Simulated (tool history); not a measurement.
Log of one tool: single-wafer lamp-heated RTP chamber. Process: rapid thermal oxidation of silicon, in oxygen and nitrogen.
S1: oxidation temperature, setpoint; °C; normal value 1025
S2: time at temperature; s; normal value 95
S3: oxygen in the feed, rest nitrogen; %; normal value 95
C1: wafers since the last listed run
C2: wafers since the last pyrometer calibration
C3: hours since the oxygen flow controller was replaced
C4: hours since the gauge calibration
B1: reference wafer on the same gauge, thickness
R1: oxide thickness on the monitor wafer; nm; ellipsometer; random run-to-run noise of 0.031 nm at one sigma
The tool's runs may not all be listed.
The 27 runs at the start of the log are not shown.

run,hour,S1,S2,S3,C1,C2,C3,C4,B1,R1
28,1937,1005,50,95,413,4093,222.4,3465.1,9.606,5.595
29,2043.9,1025,95,98,937,5030,329.3,3572,9.596,8.751
# hour 2092.2: pyrometer window cleaned and pyrometer calibrated
30,2140.9,1035,70,85,780,427,426.3,3669,9.607,7.747
31,2212.7,1025,139,95,629,1056,498.1,3740.8,9.6,10.302
# hour 2239: gauge calibrated
32,2474.2,1025,95,95,2293,3350,759.6,235.2,9.87,8.921
33,2580.5,1025,95,95,932,4282,865.9,341.5,9.844,8.908
34,2667,1044,116,73,758,5041,952.4,428,9.822,10.067
35,2754.4,1025,95,95,766,5807,1039.8,515.4,9.801,8.821
# hour 2819.6: pyrometer window cleaned and pyrometer calibrated
36,2820.1,1012,95,95,506,4,1105.5,581.1,9.787,7.985
37,3088.8,1025,133,95,2356,2361,1374.2,849.8,9.746,10.187

4 ways to go on from here, each from the tool as it stands after run 37. What would each give?
A,3089.2,1025,95,95,3,2364,1374.6,850.2,?,?
B,3089.2,1012,109,81,3,2364,1374.6,850.2,?,?
C,3089.2,1010,79,66,3,2364,1374.6,850.2,?,?
D,3089.2,1025,95,68,3,2364,1374.6,850.2,?,?

run,B1,R1
A,9.732,8.774
B,9.732,8.03
C,9.732,6.369
D,9.732,7.784
Had the tool no hidden state, the same runs would have come out as:
run,R1
A,8.965
B,8.205
C,6.508
D,7.953
